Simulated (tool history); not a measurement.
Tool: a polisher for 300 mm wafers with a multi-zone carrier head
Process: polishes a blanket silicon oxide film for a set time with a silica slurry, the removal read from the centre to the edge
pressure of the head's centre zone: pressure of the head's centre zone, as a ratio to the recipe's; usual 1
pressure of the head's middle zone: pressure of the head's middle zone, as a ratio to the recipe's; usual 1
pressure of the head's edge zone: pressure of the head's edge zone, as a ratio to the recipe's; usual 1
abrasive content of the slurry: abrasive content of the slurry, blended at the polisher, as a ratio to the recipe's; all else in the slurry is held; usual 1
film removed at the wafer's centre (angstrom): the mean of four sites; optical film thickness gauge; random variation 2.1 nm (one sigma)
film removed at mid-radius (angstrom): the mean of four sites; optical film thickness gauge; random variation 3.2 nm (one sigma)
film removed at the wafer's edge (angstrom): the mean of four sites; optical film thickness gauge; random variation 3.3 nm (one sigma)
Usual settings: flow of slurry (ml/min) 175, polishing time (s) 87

run    hour  flow of slurry (ml/min)  pressure of the head's centre zone  pressure of the head's middle zone  pressure of the head's edge zone  abrasive content of the slurry  polishing time (s)  wafers since the last listed run  wafers polished on this pad  hours since the slurry nozzle was cleaned  hours since the centre zone pressure was calibrated  hours since the edge zone pressure was calibrated  hours since the carrier head's membrane was replaced  incoming thickness of the incoming film, nm  film removed at the wafer's centre (angstrom)  film removed at mid-radius (angstrom)  film removed at the wafer's edge (angstrom)
  1       0                      225                                   1                                   1                                 1                               1                  87                                 0                         1353                                        115                                                632.4                                              186.2                                                1023.9                                          813                                           2475                                   2601                                         2542
       73.1  -- centre zone pressure recalibrated
  2   100.8                      225                                   1                                   1                                 1                               1                  87                              1012                         2366                                      215.8                                                 27.7                                                287                                                1124.7                                        816.9                                           2474                                   2574                                         2561
  3   168.8                      175                                1.04                                0.95                                 1                               1                  87                               696                         3062                                      283.8                                                 95.7                                                355                                                1192.7                                        810.5                                           2457                                   2349                                         2424
  4     219                      175                                   1                                   1                              1.07                               1                  87                               514                         3577                                        334                                                145.9                                              405.2                                                1242.9                                        815.6                                           2337                                   2455                                         2424
  5   300.2                      175                                 0.9                                   1                                 1                             0.8                  87                               832                         4409                                      415.2                                                227.1                                              486.4                                                1324.1                                        807.7                                           1664                                   1894                                         1940
      330.1  -- worn pad replaced by a new one
  6   330.6                      220                                   1                                   1                                 1                               1                  87                               270                            5                                      445.6                                                257.5                                              516.8                                                1354.5                                        805.1                                           2382                                   2522                                         2457
  7   366.7                      175                                   1                                   1                                 1                               1                 111                               369                          375                                      481.7                                                293.6                                              552.9                                                1390.6                                        802.9                                           2878                                   3002                                         3026
      403.4  -- slurry nozzle cleaned
      413.1  -- carrier head's membrane replaced by a new one
        418  -- edge zone pressure recalibrated
  8     426                      175                                 0.9                                   1                              0.93                            0.75                  77                               525                          901                                       22.6                                                352.9                                                  8                                                  12.9                                        811.4                                           1391                                   1623                                         1585
  9   490.4                      175                                   1                                   1                                 1                               1                  87                               660                         1561                                         87                                                417.3                                               72.4                                                  77.3                                        792.7                                           2327                                   2503                                         2489
 10   535.5                      175                                   1                                   1                                 1                               1                  87                               462                         2023                                      132.1                                                462.4                                              117.5                                                 122.4                                        798.9                                           2300                                   2480                                         2482
 11   630.3                      175                                   1                                   1                                 1                               1                  87                               971                         2994                                      226.9                                                557.2                                              212.3                                                 217.2                                        810.2                                           2321                                   2463                                         2454
 12   666.4                      175                                0.92                                   1                                 1                               1                  73                               369                         3364                                        263                                                593.3                                              248.4                                                 253.3                                        804.2                                           1771                                   2015                                         2015
      697.6  -- centre zone pressure recalibrated
 13   730.2                      200                                   1                                   1                              0.96                               1                  87                               633                         3998                                      326.8                                                 32.6                                              312.2                                                 317.1                                        809.4                                           2439                                   2468                                         2458
        745  -- worn pad replaced by a new one
 14   793.7                      135                                   1                                1.07                                 1                               1                  87                               609                          498                                      390.3                                                 96.1                                              375.7                                                 380.6                                        813.4                                           2156                                   2355                                         2333
 15   864.1                      175                                   1                                1.07                              1.06                            1.25                 105                               721                         1220                                      460.7                                                166.5                                              446.1                                                   451                                        814.1                                           3153                                   3465                                         3443
      920.8  -- edge zone pressure recalibrated
 16   943.9                      175                                   1                                   1                                 1                               1                  87                               797                         2017                                      540.5                                                246.3                                               23.1                                                 530.8                                        813.5                                           2205                                   2378                                         2296
 17  1014.9                      220                                   1                                   1                                 1                               1                  68                               727                         2745                                      611.5                                                317.3                                               94.1                                                 601.8                                          811                                           1787                                   1840                                         1888
     1059.9  -- slurry nozzle cleaned
 18  1063.6                      175                                0.91                                   1                              0.92                            1.25                  75                               488                         3234                                        3.7                                                  366                                              142.8                                                 650.5                                          799                                           2075                                   2509                                         2386
 19  1131.8                      175                                   1                                   1                                 1                               1                  87                               698                         3932                                       71.9                                                434.2                                                211                                                 718.7                                        798.5                                           2334                                   2437                                         2398
 20  1156.1                      215                                   1                                   1                                 1                               1                  87                               249                         4181                                       96.2                                                458.5                                              235.3                                                   743                                        811.7                                           2402                                   2533                                         2510
     1193.4  -- worn pad replaced by a new one
 21  1193.9                      120                                   1                                   1                                 1                               1                  87                               346                            5                                        134                                                496.3                                              273.1                                                 780.8                                          816                                           2127                                   2217                                         2330
 22  1229.9                      120                                   1                                   1                                 1                             1.1                  87                               368                          373                                        170                                                532.3                                              309.1                                                 816.8                                        803.3                                           2215                                   2386                                         2480

How the hidden state differs across the entries between the runs, from the last listed run before each to the first after it:
Between runs 1 and 2: centre zone pressure recalibrated (hour 73.1)
  slurry flow missing at the pad, %: 2.14 -> 4.87; deviation of the centre zone's pressure from its setpoint, %: -3.67 -> -0.594
  measured less the result without the state, film removed at the wafer's centre (angstrom): -104 -> -35; film removed at mid-radius (angstrom): -7 -> -18; film removed at the wafer's edge (angstrom): -6 -> -14
Between runs 5 and 6: worn pad replaced by a new one (hour 330.1)
  slurry flow missing at the pad, %: 15.2 -> 17.3; deviation of the centre zone's pressure from its setpoint, %: -2.81 -> -3.01
  measured less the result without the state, film removed at the wafer's centre (angstrom): -114 -> -159; film removed at mid-radius (angstrom): -63 -> -77; film removed at the wafer's edge (angstrom): -46 -> -56
Between runs 7 and 8: slurry nozzle cleaned (hour 403.4); carrier head's membrane replaced by a new one (hour 413.1); edge zone pressure recalibrated (hour 418)
  slurry flow missing at the pad, %: 20.1 -> 3.39; deviation of the centre zone's pressure from its setpoint, %: -3.21 -> -3.49
  measured less the result without the state, film removed at the wafer's centre (angstrom): -255 -> -61; film removed at mid-radius (angstrom): -141 -> -10; film removed at the wafer's edge (angstrom): -102 -> -8
Between runs 12 and 13: centre zone pressure recalibrated (hour 697.6)
  slurry flow missing at the pad, %: 9.02 -> 12.1; deviation of the centre zone's pressure from its setpoint, %: -4.11 -> -0.912
  measured less the result without the state, film removed at the wafer's centre (angstrom): -115 -> -84; film removed at mid-radius (angstrom): -36 -> -54; film removed at the wafer's edge (angstrom): -27 -> -39
Between runs 13 and 14: worn pad replaced by a new one (hour 745)
  slurry flow missing at the pad, %: 12.1 -> 15.8; deviation of the centre zone's pressure from its setpoint, %: -0.912 -> -1.81
  measured less the result without the state, film removed at the wafer's centre (angstrom): -84 -> -156; film removed at mid-radius (angstrom): -54 -> -109; film removed at the wafer's edge (angstrom): -39 -> -75
Between runs 15 and 16: edge zone pressure recalibrated (hour 920.8)
  slurry flow missing at the pad, %: 20.8 -> 27.3; deviation of the centre zone's pressure from its setpoint, %: -2.56 -> -3.17
  measured less the result without the state, film removed at the wafer's centre (angstrom): -264 -> -259; film removed at mid-radius (angstrom): -171 -> -171; film removed at the wafer's edge (angstrom): -121 -> -117
Between runs 17 and 18: slurry nozzle cleaned (hour 1059.9)
  slurry flow missing at the pad, %: 34 -> 2.84; deviation of the centre zone's pressure from its setpoint, %: -3.57 -> -3.78
  measured less the result without the state, film removed at the wafer's centre (angstrom): -232 -> -96; film removed at mid-radius (angstrom): -146 -> -13; film removed at the wafer's edge (angstrom): -108 -> -10
Between runs 20 and 21: worn pad replaced by a new one (hour 1193.4)
  slurry flow missing at the pad, %: 3.6 -> 4.31; deviation of the centre zone's pressure from its setpoint, %: -4.08 -> -4.17
  measured less the result without the state, film removed at the wafer's centre (angstrom): -118 -> -125; film removed at mid-radius (angstrom): -13 -> -26; film removed at the wafer's edge (angstrom): -10 -> -20
